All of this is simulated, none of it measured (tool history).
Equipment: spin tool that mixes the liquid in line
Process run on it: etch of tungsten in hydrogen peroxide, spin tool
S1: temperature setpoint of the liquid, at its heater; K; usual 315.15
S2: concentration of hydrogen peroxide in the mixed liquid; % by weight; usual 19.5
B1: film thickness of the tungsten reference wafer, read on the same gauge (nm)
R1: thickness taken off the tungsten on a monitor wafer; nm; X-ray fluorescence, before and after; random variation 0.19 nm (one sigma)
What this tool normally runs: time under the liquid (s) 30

run 1 hour=0.0 | S1=315.15 S2=24.0 time_under_the_liquid_(s)=15 | B1=150.00 | R1=18.33
run 2 hour=23.4 | S1=315.15 S2=15.5 time_under_the_liquid_(s)=20 | B1=149.99 | R1=19.47
run 3 hour=35.1 | S1=315.15 S2=18.0 time_under_the_liquid_(s)=45 | B1=150.01 | R1=47.01
run 4 hour=45.6 | S1=315.15 S2=18.0 time_under_the_liquid_(s)=45 | B1=150.00 | R1=47.12
run 5 hour=57.9 | S1=315.15 S2=18.0 time_under_the_liquid_(s)=45 | B1=149.99 | R1=47.15
run 6 hour=71.6 | S1=322.15 S2=19.5 time_under_the_liquid_(s)=30 | B1=150.01 | R1=50.89
-- hour=83.7 thermometer replaced
run 7 hour=87.0 | S1=322.15 S2=19.5 time_under_the_liquid_(s)=30 | B1=150.00 | R1=51.25
run 8 hour=97.3 | S1=322.15 S2=19.5 time_under_the_liquid_(s)=30 | B1=149.99 | R1=51.02
run 9 hour=104.6 | S1=315.15 S2=19.5 time_under_the_liquid_(s)=25 | B1=150.00 | R1=27.48
-- hour=112.8 new drum of peroxide connected
run 10 hour=118.0 | S1=315.15 S2=19.5 time_under_the_liquid_(s)=45 | B1=150.02 | R1=49.53
run 11 hour=131.2 | S1=307.65 S2=18.0 time_under_the_liquid_(s)=15 | B1=149.98 | R1=9.70
-- hour=138.3 gauge calibrated
-- hour=141.1 peroxide flow meter replaced
run 12 hour=145.5 | S1=307.65 S2=18.0 time_under_the_liquid_(s)=15 | B1=150.03 | R1=9.12
run 13 hour=156.2 | S1=311.65 S2=25.0 time_under_the_liquid_(s)=30 | B1=150.00 | R1=27.81
-- hour=159.7 heated supply line repaired
run 14 hour=171.7 | S1=315.15 S2=16.0 time_under_the_liquid_(s)=45 | B1=150.00 | R1=42.56
run 15 hour=186.8 | S1=320.15 S2=19.5 time_under_the_liquid_(s)=30 | B1=150.00 | R1=42.68
run 16 hour=194.0 | S1=322.65 S2=19.5 time_under_the_liquid_(s)=30 | B1=150.00 | R1=50.07
run 17 hour=247.7 | S1=315.15 S2=24.5 time_under_the_liquid_(s)=30 | B1=149.99 | R1=35.32
run 18 hour=259.1 | S1=315.15 S2=19.5 time_under_the_liquid_(s)=30 | B1=150.00 | R1=31.54
run 19 hour=268.9 | S1=315.15 S2=21.5 time_under_the_liquid_(s)=45 | B1=150.03 | R1=50.06
-- hour=272.3 gauge calibrated
run 20 hour=276.9 | S1=315.15 S2=24.5 time_under_the_liquid_(s)=15 | B1=150.03 | R1=17.76

4 ways to go on from here, each from the tool as it stands after run 20. What would each give?
run A hour=277.3 | S1=315.15 S2=22.0 time_under_the_liquid_(s)=30 | B1=? | R1=?
run B hour=277.3 | S1=320.65 S2=23.5 time_under_the_liquid_(s)=20 | B1=? | R1=?
run C hour=277.3 | S1=315.15 S2=14.5 time_under_the_liquid_(s)=45 | B1=? | R1=?
run D hour=277.3 | S1=318.65 S2=23.0 time_under_the_liquid_(s)=40 | B1=? | R1=?

run=A B1=149.99 R1=33.83
run=B B1=149.99 R1=32.99
run=C B1=149.99 R1=41.20
run=D B1=149.99 R1=57.61
Had the tool no hidden state, the same runs would have come out as:
run=A R1=33.31
run=B R1=32.48
run=C R1=40.56
run=D R1=56.72

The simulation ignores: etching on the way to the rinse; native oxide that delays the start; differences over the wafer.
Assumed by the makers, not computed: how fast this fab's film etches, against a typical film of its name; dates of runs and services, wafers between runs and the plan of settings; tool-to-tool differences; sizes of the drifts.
